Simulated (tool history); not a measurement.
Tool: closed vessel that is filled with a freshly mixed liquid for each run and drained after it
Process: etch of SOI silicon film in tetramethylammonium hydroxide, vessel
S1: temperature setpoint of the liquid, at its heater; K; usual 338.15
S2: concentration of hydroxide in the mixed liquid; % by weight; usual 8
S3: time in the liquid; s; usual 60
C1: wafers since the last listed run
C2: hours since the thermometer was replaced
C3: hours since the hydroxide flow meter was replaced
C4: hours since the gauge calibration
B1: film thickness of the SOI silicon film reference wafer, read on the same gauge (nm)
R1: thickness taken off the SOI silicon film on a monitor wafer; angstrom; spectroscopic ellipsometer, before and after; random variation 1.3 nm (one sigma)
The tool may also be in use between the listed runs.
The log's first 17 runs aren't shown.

run	day	S1	S2	S3	C1	C2	C3	C4	B1	R1
# day 18.304: hydroxide flow meter replaced
18	19.275	340.65	6.5	60	4661	51.5	23.3	451.6	109.97	4436.2
19	19.938	338.15	8	60	2308	67.4	39.2	467.5	110	3603.2
20	20.488	338.15	8	60	1916	80.6	52.4	480.7	110	3643.4
21	21.233	340.65	8	60	2599	98.5	70.3	498.6	110.02	4192.5
22	22.062	338.15	8	35	2889	118.4	90.2	518.5	109.97	2117.6
23	23.438	331.15	8.5	90	4791	151.4	123.2	551.5	110.02	3472.9
# day 24.038: gauge calibrated
24	24.896	338.15	6.5	60	5082	186.4	158.2	20.6	109.99	3862.5
25	25.521	340.15	8	30	2178	201.4	173.2	35.6	110.01	2054.4
26	26.358	334.65	7	75	2918	221.5	193.3	55.7	109.95	3847.3
27	27.012	333.65	6	60	2279	237.2	209	71.4	109.99	2974.1
28	28.088	343.15	8	85	3746	263	234.8	97.2	109.96	6976.4
29	32.504	334.15	9	90	15391	369	340.8	203.2	109.95	4223.3
30	33.796	333.15	6	90	4501	400	371.8	234.2	110.03	4417.1
31	35.096	344.15	9	35	4530	431.2	403	265.4	110.03	2977.8

Forecast each of these 3 alternatives for the next run:
A	35.125	338.15	8	60	101	431.9	403.7	266.1	?	?
B	35.125	338.15	7	90	101	431.9	403.7	266.1	?	?
C	35.125	338.15	8	85	101	431.9	403.7	266.1	?	?

run	B1	R1
A	110	3709.1
B	110	5768.9
C	110	5254.5
Without the tool's hidden state the same runs would have given:
run	R1
A	3557.5
B	5543.7
C	5039.8

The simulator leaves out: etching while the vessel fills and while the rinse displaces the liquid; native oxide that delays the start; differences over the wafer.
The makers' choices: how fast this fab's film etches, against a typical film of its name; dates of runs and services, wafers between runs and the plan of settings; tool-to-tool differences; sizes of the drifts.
